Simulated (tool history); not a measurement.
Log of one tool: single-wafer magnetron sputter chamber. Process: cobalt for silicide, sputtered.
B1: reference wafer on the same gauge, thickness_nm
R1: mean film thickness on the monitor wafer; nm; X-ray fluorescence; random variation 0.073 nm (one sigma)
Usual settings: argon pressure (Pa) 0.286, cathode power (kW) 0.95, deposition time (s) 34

{"run": 1, "hour": 0.0, "argon pressure (Pa)": 0.286, "cathode power (kW)": 0.95, "deposition time (s)": 29.6, "B1": 13.4, "R1": 13.716}
{"hour": 23.2, "done": "sputter target and shields replaced"}
{"run": 2, "hour": 63.9, "argon pressure (Pa)": 0.286, "cathode power (kW)": 0.95, "deposition time (s)": 29.6, "B1": 13.389, "R1": 13.814}
{"run": 3, "hour": 110.1, "argon pressure (Pa)": 0.286, "cathode power (kW)": 0.95, "deposition time (s)": 31.9, "B1": 13.394, "R1": 14.838}
{"run": 4, "hour": 169.3, "argon pressure (Pa)": 0.286, "cathode power (kW)": 0.95, "deposition time (s)": 31.9, "B1": 13.404, "R1": 14.719}
{"hour": 180.0, "done": "gauge calibrated"}
{"run": 5, "hour": 232.5, "argon pressure (Pa)": 0.286, "cathode power (kW)": 0.95, "deposition time (s)": 31.9, "B1": 13.414, "R1": 14.589}
{"hour": 276.6, "done": "sputter target and shields replaced"}
{"run": 6, "hour": 280.1, "argon pressure (Pa)": 0.37, "cathode power (kW)": 0.95, "deposition time (s)": 34, "B1": 13.387, "R1": 15.437}
{"run": 7, "hour": 333.2, "argon pressure (Pa)": 0.37, "cathode power (kW)": 0.95, "deposition time (s)": 34, "B1": 13.415, "R1": 15.338}
{"run": 8, "hour": 391.5, "argon pressure (Pa)": 0.369, "cathode power (kW)": 0.95, "deposition time (s)": 34, "B1": 13.408, "R1": 15.273}
{"run": 9, "hour": 557.5, "argon pressure (Pa)": 0.369, "cathode power (kW)": 0.95, "deposition time (s)": 34, "B1": 13.391, "R1": 15.113}
{"hour": 589.8, "done": "sputter target and shields replaced"}
{"run": 10, "hour": 594.1, "argon pressure (Pa)": 0.286, "cathode power (kW)": 0.95, "deposition time (s)": 34, "B1": 13.399, "R1": 15.905}
{"hour": 641.2, "done": "magnet pack replaced"}
{"run": 11, "hour": 641.6, "argon pressure (Pa)": 0.286, "cathode power (kW)": 0.95, "deposition time (s)": 34, "B1": 13.401, "R1": 15.832}
{"run": 12, "hour": 709.0, "argon pressure (Pa)": 0.286, "cathode power (kW)": 0.95, "deposition time (s)": 34, "B1": 13.393, "R1": 15.875}
{"run": 13, "hour": 775.9, "argon pressure (Pa)": 0.286, "cathode power (kW)": 0.95, "deposition time (s)": 34, "B1": 13.406, "R1": 15.709}
{"run": 14, "hour": 826.7, "argon pressure (Pa)": 0.331, "cathode power (kW)": 0.8, "deposition time (s)": 30.7, "B1": 13.416, "R1": 11.675}
{"hour": 847.4, "done": "sputter target and shields replaced"}
{"run": 15, "hour": 860.9, "argon pressure (Pa)": 0.286, "cathode power (kW)": 0.95, "deposition time (s)": 34, "B1": 13.394, "R1": 15.895}
{"hour": 882.5, "done": "gauge calibrated"}
{"hour": 889.8, "done": "capacitance manometer re-zeroed and calibrated"}
{"run": 16, "hour": 893.0, "argon pressure (Pa)": 0.194, "cathode power (kW)": 1.1, "deposition time (s)": 28.2, "B1": 13.41, "R1": 15.835}
{"run": 17, "hour": 956.7, "argon pressure (Pa)": 0.332, "cathode power (kW)": 1.1, "deposition time (s)": 28.2, "B1": 13.393, "R1": 14.936}
{"run": 18, "hour": 1018.3, "argon pressure (Pa)": 0.384, "cathode power (kW)": 0.9, "deposition time (s)": 36, "B1": 13.39, "R1": 15.22}
{"run": 19, "hour": 1087.5, "argon pressure (Pa)": 0.286, "cathode power (kW)": 1.05, "deposition time (s)": 34, "B1": 13.385, "R1": 17.24}
{"run": 20, "hour": 1142.2, "argon pressure (Pa)": 0.286, "cathode power (kW)": 0.95, "deposition time (s)": 30, "B1": 13.394, "R1": 13.757}
{"hour": 1159.7, "done": "sputter target and shields replaced"}
{"run": 21, "hour": 1173.8, "argon pressure (Pa)": 0.353, "cathode power (kW)": 0.95, "deposition time (s)": 34, "B1": 13.425, "R1": 15.677}
{"run": 22, "hour": 1199.8, "argon pressure (Pa)": 0.286, "cathode power (kW)": 0.95, "deposition time (s)": 34, "B1": 13.402, "R1": 15.885}
{"run": 23, "hour": 1259.0, "argon pressure (Pa)": 0.286, "cathode power (kW)": 0.95, "deposition time (s)": 38.4, "B1": 13.422, "R1": 18.018}
{"run": 24, "hour": 1285.9, "argon pressure (Pa)": 0.286, "cathode power (kW)": 0.95, "deposition time (s)": 37.5, "B1": 13.4, "R1": 17.483}
{"run": 25, "hour": 1349.4, "argon pressure (Pa)": 0.286, "cathode power (kW)": 0.95, "deposition time (s)": 34, "B1": 13.396, "R1": 15.598}
{"run": 26, "hour": 1413.9, "argon pressure (Pa)": 0.257, "cathode power (kW)": 1.05, "deposition time (s)": 36.8, "B1": 13.406, "R1": 18.965}

4 ways to go on from here, each from the tool as it stands after run 26. What would each give?
{"run": "A", "hour": 1414.3, "argon pressure (Pa)": 0.286, "cathode power (kW)": 0.95, "deposition time (s)": 34, "B1": "?", "R1": "?"}
{"run": "B", "hour": 1414.3, "argon pressure (Pa)": 0.175, "cathode power (kW)": 0.95, "deposition time (s)": 38, "B1": "?", "R1": "?"}
{"run": "C", "hour": 1414.3, "argon pressure (Pa)": 0.286, "cathode power (kW)": 0.8, "deposition time (s)": 34, "B1": "?", "R1": "?"}
{"run": "D", "hour": 1414.3, "argon pressure (Pa)": 0.184, "cathode power (kW)": 0.95, "deposition time (s)": 31.6, "B1": "?", "R1": "?"}

run=A B1=13.39 R1=15.748
run=B B1=13.39 R1=18.389
run=C B1=13.39 R1=13.262
run=D B1=13.39 R1=15.238
Without the tool's hidden state the same runs would have given:
run=A R1=16.088
run=B R1=18.786
run=C R1=13.548
run=D R1=15.566
